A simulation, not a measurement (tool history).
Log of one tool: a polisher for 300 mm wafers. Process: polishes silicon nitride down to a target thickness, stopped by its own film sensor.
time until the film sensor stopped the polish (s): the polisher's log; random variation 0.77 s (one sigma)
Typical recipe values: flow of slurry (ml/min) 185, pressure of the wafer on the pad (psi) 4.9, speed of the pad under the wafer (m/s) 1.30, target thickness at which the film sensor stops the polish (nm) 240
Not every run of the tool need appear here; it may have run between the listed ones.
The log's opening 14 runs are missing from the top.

run,day,flow of slurry (ml/min),pressure of the wafer on the pad (psi),speed of the pad under the wafer (m/s),target thickness at which the film sensor stops the polish (nm),"incoming thickness of the incoming film, nm",time until the film sensor stopped the polish (s)
15,23.500,185,4.9,1.30,240,391.0,65.8
16,24.996,185,4.9,1.30,240,382.9,61.8
# day 27.012: slurry nozzle cleaned
17,27.492,185,4.9,1.30,240,393.1,61.8
# day 29.588: worn pad replaced by a new one
18,29.608,185,4.9,1.30,240,389.6,60.5
19,30.675,155,6.3,1.62,217,388.2,47.7
20,32.638,235,4.2,1.50,210,390.1,76.4
# day 34.267: head pressure recalibrated
21,36.283,220,4.9,1.30,198,395.6,80.4
22,38.338,185,4.9,1.30,240,385.7,61.3
# day 41.162: worn pad replaced by a new one
23,41.183,185,3.7,1.30,255,387.5,74.6
24,42.167,185,4.9,1.30,240,396.0,65.1
25,44.892,185,4.9,1.48,226,390.9,66.2
26,48.288,250,4.9,1.30,212,391.2,73.4
27,50.021,230,4.0,1.62,267,396.2,56.4
28,52.179,145,4.9,1.30,240,390.7,68.4
29,55.067,145,6.4,1.06,257,391.5,53.4
# day 55.354: worn pad replaced by a new one
30,57.242,240,3.3,0.96,217,391.5,130.1
# day 59.025: slurry nozzle cleaned
31,59.746,220,4.9,1.30,198,393.0,78.9

The next listed run, before its measurement:
32,62.596,130,3.4,0.98,188,393.4,?

{"run 32": {"time until the film sensor stopped the polish (s)": 150.9}}
Without the tool's hidden state the same run would have given time until the film sensor stopped the polish (s) 148.0.
